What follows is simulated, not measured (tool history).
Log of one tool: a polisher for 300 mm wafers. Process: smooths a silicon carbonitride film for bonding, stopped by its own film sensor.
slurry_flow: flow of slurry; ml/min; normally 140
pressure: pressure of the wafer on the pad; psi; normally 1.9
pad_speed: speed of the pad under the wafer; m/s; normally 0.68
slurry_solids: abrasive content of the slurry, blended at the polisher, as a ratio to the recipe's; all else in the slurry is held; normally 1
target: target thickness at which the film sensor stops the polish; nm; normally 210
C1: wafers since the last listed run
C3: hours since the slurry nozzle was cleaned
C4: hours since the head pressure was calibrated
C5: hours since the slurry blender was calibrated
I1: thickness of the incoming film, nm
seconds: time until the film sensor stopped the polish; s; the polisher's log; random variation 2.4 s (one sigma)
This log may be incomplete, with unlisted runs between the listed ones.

{"run": 1, "day": 0.0, "slurry_flow": 150, "pressure": 1.9, "pad_speed": 0.68, "slurry_solids": 1, "target": 210, "C1": 0, "wafers polished on this pad": 113, "C3": 92.5, "C4": 101, "C5": 250.9, "I1": 231, "seconds": 138.3}
{"run": 2, "day": 1.05, "slurry_flow": 155, "pressure": 1.9, "pad_speed": 0.68, "slurry_solids": 1, "target": 205, "C1": 208, "wafers polished on this pad": 322, "C3": 117.7, "C4": 126.2, "C5": 276.1, "I1": 226.6, "seconds": 151.4}
{"run": 3, "day": 2.321, "slurry_flow": 155, "pressure": 1.9, "pad_speed": 0.68, "slurry_solids": 1, "target": 205, "C1": 252, "wafers polished on this pad": 575, "C3": 148.2, "C4": 156.7, "C5": 306.6, "I1": 228.5, "seconds": 170.9}
{"run": 4, "day": 3.175, "slurry_flow": 155, "pressure": 1.9, "pad_speed": 0.68, "slurry_solids": 1, "target": 205, "C1": 169, "wafers polished on this pad": 745, "C3": 168.7, "C4": 177.2, "C5": 327.1, "I1": 229.3, "seconds": 171.6}
{"run": 5, "day": 3.717, "slurry_flow": 140, "pressure": 1.9, "pad_speed": 0.74, "slurry_solids": 1, "target": 210, "C1": 107, "wafers polished on this pad": 852, "C3": 181.7, "C4": 190.2, "C5": 340.1, "I1": 232.7, "seconds": 161.2}
{"run": 6, "day": 5.175, "slurry_flow": 175, "pressure": 1.9, "pad_speed": 0.68, "slurry_solids": 1, "target": 210, "C1": 290, "wafers polished on this pad": 1142, "C3": 216.7, "C4": 225.2, "C5": 375.1, "I1": 232.3, "seconds": 159.1}
{"run": 7, "day": 6.017, "slurry_flow": 140, "pressure": 1.9, "pad_speed": 0.68, "slurry_solids": 1, "target": 210, "C1": 167, "wafers polished on this pad": 1310, "C3": 236.9, "C4": 245.4, "C5": 395.3, "I1": 226.1, "seconds": 122.2}
{"day": 6.517, "done": "worn pad replaced by a new one, of another model than before"}
{"run": 8, "day": 7.046, "slurry_flow": 140, "pressure": 1.9, "pad_speed": 0.68, "slurry_solids": 1, "target": 204, "C1": 171, "wafers polished on this pad": 105, "C3": 261.6, "C4": 270.1, "C5": 420, "I1": 228.3, "seconds": 161.1}
{"day": 7.442, "done": "slurry blender recalibrated"}
{"run": 9, "day": 8.146, "slurry_flow": 185, "pressure": 1.9, "pad_speed": 0.92, "slurry_solids": 1, "target": 210, "C1": 202, "wafers polished on this pad": 307, "C3": 288, "C4": 296.5, "C5": 16.9, "I1": 231.6, "seconds": 128.1}
{"day": 8.721, "done": "head pressure recalibrated"}
{"run": 10, "day": 9.512, "slurry_flow": 140, "pressure": 1.2, "pad_speed": 0.82, "slurry_solids": 0.85, "target": 214, "C1": 255, "wafers polished on this pad": 562, "C3": 320.8, "C4": 19, "C5": 49.7, "I1": 229.2, "seconds": 138.5}
{"run": 11, "day": 10.558, "slurry_flow": 140, "pressure": 1.9, "pad_speed": 0.68, "slurry_solids": 1, "target": 210, "C1": 208, "wafers polished on this pad": 770, "C3": 345.9, "C4": 44.1, "C5": 74.8, "I1": 229.9, "seconds": 145.4}
{"day": 11.846, "done": "worn pad replaced by a new one"}
{"run": 12, "day": 11.867, "slurry_flow": 115, "pressure": 1.9, "pad_speed": 0.84, "slurry_solids": 0.75, "target": 210, "C1": 227, "wafers polished on this pad": 4, "C3": 377.3, "C4": 75.5, "C5": 106.2, "I1": 230.4, "seconds": 155.1}
{"run": 13, "day": 12.646, "slurry_flow": 140, "pressure": 1.9, "pad_speed": 0.84, "slurry_solids": 1.2, "target": 210, "C1": 154, "wafers polished on this pad": 159, "C3": 396, "C4": 94.2, "C5": 124.9, "I1": 231.2, "seconds": 118.1}
{"day": 12.867, "done": "slurry nozzle cleaned"}
{"run": 14, "day": 13.162, "slurry_flow": 140, "pressure": 1.9, "pad_speed": 0.68, "slurry_solids": 1, "target": 210, "C1": 94, "wafers polished on this pad": 253, "C3": 7.1, "C4": 106.6, "C5": 137.3, "I1": 227.3, "seconds": 120.8}
{"run": 15, "day": 14.2, "slurry_flow": 140, "pressure": 1.4, "pad_speed": 0.68, "slurry_solids": 1, "target": 215, "C1": 206, "wafers polished on this pad": 460, "C3": 32, "C4": 131.5, "C5": 162.2, "I1": 227.8, "seconds": 103.4}
{"run": 16, "day": 15.6, "slurry_flow": 140, "pressure": 1.9, "pad_speed": 0.68, "slurry_solids": 1, "target": 210, "C1": 278, "wafers polished on this pad": 738, "C3": 65.6, "C4": 165.1, "C5": 195.8, "I1": 232.2, "seconds": 163.9}
{"run": 17, "day": 16.154, "slurry_flow": 140, "pressure": 2.1, "pad_speed": 0.68, "slurry_solids": 1.15, "target": 210, "C1": 110, "wafers polished on this pad": 848, "C3": 78.9, "C4": 178.4, "C5": 209.1, "I1": 232.1, "seconds": 140.9}

Difference, measured minus no-hidden-state, one row per run. Run-to-run variation is common to both terms; the gauge's own scatter need not be:
What the log doesn't record here: removal rate lost through wear of the pad, %; slurry flow missing at the pad, %; deviation of the head's pressure from its setpoint, %; abrasive missing from the slurry, %.
run=1 seconds=+6.6
run=2 seconds=+13
run=3 seconds=+19.2
run=4 seconds=+21.1
run=5 seconds=+20.6
run=6 seconds=+21.6
run=7 seconds=+17
run=8 seconds=+6.5
run=9 seconds=+10.4
run=10 seconds=+15
run=11 seconds=+17.5
run=12 seconds=+1.3
run=13 seconds=+5.6
run=14 seconds=+8.1
run=15 seconds=+9.6
run=16 seconds=+18.5
run=17 seconds=+16.6

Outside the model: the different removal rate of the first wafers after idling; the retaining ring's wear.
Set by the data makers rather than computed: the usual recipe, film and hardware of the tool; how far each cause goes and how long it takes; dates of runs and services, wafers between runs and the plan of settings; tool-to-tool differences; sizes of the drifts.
